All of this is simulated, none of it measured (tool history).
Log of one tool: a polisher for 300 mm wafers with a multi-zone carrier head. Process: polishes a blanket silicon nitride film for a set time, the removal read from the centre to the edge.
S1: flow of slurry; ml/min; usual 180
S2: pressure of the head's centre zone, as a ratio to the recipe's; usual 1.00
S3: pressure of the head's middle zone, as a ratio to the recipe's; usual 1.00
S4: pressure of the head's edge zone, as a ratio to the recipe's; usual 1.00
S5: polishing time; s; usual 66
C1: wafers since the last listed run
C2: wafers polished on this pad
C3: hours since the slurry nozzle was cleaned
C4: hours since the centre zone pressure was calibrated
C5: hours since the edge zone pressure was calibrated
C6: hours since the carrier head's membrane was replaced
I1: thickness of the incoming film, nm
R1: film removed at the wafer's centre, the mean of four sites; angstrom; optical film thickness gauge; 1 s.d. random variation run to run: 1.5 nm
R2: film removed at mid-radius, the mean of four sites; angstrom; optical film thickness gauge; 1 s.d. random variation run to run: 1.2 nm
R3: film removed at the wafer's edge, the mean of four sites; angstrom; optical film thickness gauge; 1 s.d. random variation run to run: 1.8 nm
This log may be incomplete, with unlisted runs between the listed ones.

{"run": 1, "day": 0.0, "S1": 155, "S2": 1.0, "S3": 0.89, "S4": 0.93, "S5": 66, "C1": 0, "C2": 3557, "C3": 405.9, "C4": 438.9, "C5": 550.9, "C6": 144.5, "I1": 755.0, "R1": 1151, "R2": 1127, "R3": 1142}
{"day": 3.746, "done": "edge zone pressure recalibrated"}
{"run": 2, "day": 4.238, "S1": 125, "S2": 0.9, "S3": 1.0, "S4": 0.97, "S5": 66, "C1": 1170, "C2": 4728, "C3": 507.6, "C4": 540.6, "C5": 11.8, "C6": 246.2, "I1": 774.1, "R1": 896, "R2": 1077, "R3": 1133}
{"run": 3, "day": 8.529, "S1": 135, "S2": 1.1, "S3": 0.91, "S4": 1.0, "S5": 66, "C1": 1209, "C2": 5937, "C3": 610.6, "C4": 643.6, "C5": 114.8, "C6": 349.2, "I1": 760.5, "R1": 1213, "R2": 1023, "R3": 1162}
{"run": 4, "day": 12.658, "S1": 205, "S2": 1.0, "S3": 1.0, "S4": 1.0, "S5": 53, "C1": 1163, "C2": 7101, "C3": 709.7, "C4": 742.7, "C5": 213.9, "C6": 448.3, "I1": 751.0, "R1": 940, "R2": 943, "R3": 1012}
{"day": 15.379, "done": "worn pad replaced by a new one"}
{"run": 5, "day": 16.229, "S1": 155, "S2": 1.0, "S3": 1.0, "S4": 1.04, "S5": 57, "C1": 959, "C2": 239, "C3": 795.4, "C4": 828.4, "C5": 299.6, "C6": 534.0, "I1": 757.5, "R1": 866, "R2": 922, "R3": 999}
{"day": 16.738, "done": "slurry nozzle cleaned"}
{"run": 6, "day": 17.912, "S1": 180, "S2": 1.0, "S3": 1.0, "S4": 1.0, "S5": 44, "C1": 462, "C2": 702, "C3": 28.2, "C4": 868.8, "C5": 340.0, "C6": 574.4, "I1": 771.1, "R1": 865, "R2": 867, "R3": 884}
{"run": 7, "day": 21.538, "S1": 180, "S2": 1.0, "S3": 0.89, "S4": 1.0, "S5": 66, "C1": 1021, "C2": 1724, "C3": 115.2, "C4": 955.8, "C5": 427.0, "C6": 661.4, "I1": 746.5, "R1": 1289, "R2": 1229, "R3": 1333}
{"run": 8, "day": 24.208, "S1": 180, "S2": 1.0, "S3": 1.0, "S4": 1.0, "S5": 66, "C1": 752, "C2": 2476, "C3": 179.3, "C4": 1019.9, "C5": 491.1, "C6": 725.5, "I1": 768.0, "R1": 1262, "R2": 1287, "R3": 1323}
{"day": 27.038, "done": "carrier head's membrane replaced by a new one"}
{"run": 9, "day": 28.654, "S1": 180, "S2": 1.0, "S3": 1.03, "S4": 0.88, "S5": 50, "C1": 1194, "C2": 3670, "C3": 286.0, "C4": 1126.6, "C5": 597.8, "C6": 38.8, "I1": 755.3, "R1": 951, "R2": 972, "R3": 887}
{"day": 31.325, "done": "edge zone pressure recalibrated"}
{"run": 10, "day": 31.425, "S1": 180, "S2": 1.06, "S3": 1.1, "S4": 0.9, "S5": 44, "C1": 757, "C2": 4428, "C3": 352.5, "C4": 1193.1, "C5": 2.4, "C6": 105.3, "I1": 764.3, "R1": 892, "R2": 870, "R3": 803}
{"day": 34.638, "done": "centre zone pressure recalibrated"}
{"run": 11, "day": 35.192, "S1": 125, "S2": 1.08, "S3": 1.0, "S4": 1.0, "S5": 66, "C1": 1037, "C2": 5466, "C3": 442.9, "C4": 13.3, "C5": 92.8, "C6": 195.7, "I1": 763.0, "R1": 1219, "R2": 1126, "R3": 1192}
{"run": 12, "day": 37.45, "S1": 180, "S2": 0.96, "S3": 0.95, "S4": 0.96, "S5": 44, "C1": 636, "C2": 6102, "C3": 497.1, "C4": 67.5, "C5": 147.0, "C6": 249.9, "I1": 755.8, "R1": 746, "R2": 790, "R3": 795}
{"run": 13, "day": 41.312, "S1": 180, "S2": 0.93, "S3": 1.0, "S4": 1.0, "S5": 66, "C1": 1088, "C2": 7190, "C3": 589.8, "C4": 160.2, "C5": 239.7, "C6": 342.6, "I1": 769.3, "R1": 1051, "R2": 1207, "R3": 1276}
{"run": 14, "day": 43.967, "S1": 180, "S2": 1.0, "S3": 1.0, "S4": 1.0, "S5": 66, "C1": 747, "C2": 7938, "C3": 653.5, "C4": 223.9, "C5": 303.4, "C6": 406.3, "I1": 758.8, "R1": 1186, "R2": 1204, "R3": 1215}
{"day": 45.417, "done": "worn pad replaced by a new one"}
{"day": 45.938, "done": "slurry nozzle cleaned"}
{"run": 15, "day": 47.742, "S1": 180, "S2": 1.0, "S3": 1.0, "S4": 1.0, "S5": 66, "C1": 1005, "C2": 642, "C3": 43.3, "C4": 314.5, "C5": 394.0, "C6": 496.9, "I1": 751.9, "R1": 1267, "R2": 1303, "R3": 1315}
{"run": 16, "day": 50.492, "S1": 180, "S2": 1.0, "S3": 0.95, "S4": 1.0, "S5": 66, "C1": 774, "C2": 1417, "C3": 109.3, "C4": 380.5, "C5": 460.0, "C6": 562.9, "I1": 765.9, "R1": 1239, "R2": 1247, "R3": 1312}
{"run": 17, "day": 52.775, "S1": 120, "S2": 1.0, "S3": 1.0, "S4": 1.0, "S5": 66, "C1": 643, "C2": 2061, "C3": 164.1, "C4": 435.3, "C5": 514.8, "C6": 617.7, "I1": 770.5, "R1": 1126, "R2": 1177, "R3": 1231}
{"run": 18, "day": 56.033, "S1": 120, "S2": 1.0, "S3": 1.0, "S4": 1.0, "S5": 66, "C1": 918, "C2": 2979, "C3": 242.3, "C4": 513.5, "C5": 593.0, "C6": 695.9, "I1": 749.7, "R1": 1130, "R2": 1134, "R3": 1220}
{"day": 56.417, "done": "edge zone pressure recalibrated"}
{"run": 19, "day": 60.517, "S1": 180, "S2": 1.0, "S3": 1.0, "S4": 1.0, "S5": 66, "C1": 1239, "C2": 4219, "C3": 349.9, "C4": 621.1, "C5": 98.4, "C6": 803.5, "I1": 760.9, "R1": 1245, "R2": 1263, "R3": 1268}
{"day": 64.325, "done": "carrier head's membrane replaced by a new one"}
{"run": 20, "day": 69.975, "S1": 135, "S2": 0.94, "S3": 1.0, "S4": 0.94, "S5": 73, "C1": 2606, "C2": 6826, "C3": 576.9, "C4": 848.1, "C5": 325.4, "C6": 135.6, "I1": 746.2, "R1": 1091, "R2": 1236, "R3": 1287}
{"day": 71.438, "done": "worn pad replaced by a new one"}
{"run": 21, "day": 73.033, "S1": 220, "S2": 1.0, "S3": 1.0, "S4": 1.0, "S5": 47, "C1": 814, "C2": 449, "C3": 650.3, "C4": 921.5, "C5": 398.8, "C6": 209.0, "I1": 767.4, "R1": 862, "R2": 886, "R3": 898}
{"run": 22, "day": 74.621, "S1": 200, "S2": 0.89, "S3": 1.06, "S4": 1.0, "S5": 72, "C1": 447, "C2": 896, "C3": 688.4, "C4": 959.6, "C5": 436.9, "C6": 247.1, "I1": 758.9, "R1": 1058, "R2": 1345, "R3": 1362}

Below are 4 alternative next runs, each starting from the tool's condition after run 22. Predict each:
{"run": "A", "day": 74.638, "S1": 180, "S2": 1.0, "S3": 1.0, "S4": 1.0, "S5": 66, "C1": 4, "C2": 901, "C3": 688.8, "C4": 960.0, "C5": 437.3, "C6": 247.5, "I1": 761.4, "R1": "?", "R2": "?", "R3": "?"}
{"run": "B", "day": 74.638, "S1": 180, "S2": 1.09, "S3": 1.0, "S4": 1.05, "S5": 79, "C1": 4, "C2": 901, "C3": 688.8, "C4": 960.0, "C5": 437.3, "C6": 247.5, "I1": 761.4, "R1": "?", "R2": "?", "R3": "?"}
{"run": "C", "day": 74.638, "S1": 180, "S2": 1.0, "S3": 1.1, "S4": 1.0, "S5": 66, "C1": 4, "C2": 901, "C3": 688.8, "C4": 960.0, "C5": 437.3, "C6": 247.5, "I1": 761.4, "R1": "?", "R2": "?", "R3": "?"}
{"run": "D", "day": 74.638, "S1": 215, "S2": 1.0, "S3": 1.0, "S4": 1.09, "S5": 66, "C1": 4, "C2": 901, "C3": 688.8, "C4": 960.0, "C5": 437.3, "C6": 247.5, "I1": 761.4, "R1": "?", "R2": "?", "R3": "?"}

run=A R1=1138 R2=1171 R3=1203
run=B R1=1552 R2=1401 R3=1485
run=C R1=1138 R2=1230 R3=1202
run=D R1=1196 R2=1224 R3=1310
With no hidden state in the tool, these same runs would have given:
run=A R1=1289 R2=1308 R3=1301
run=B R1=1760 R2=1565 R3=1606
run=C R1=1290 R2=1374 R3=1300
run=D R1=1328 R2=1343 R3=1402
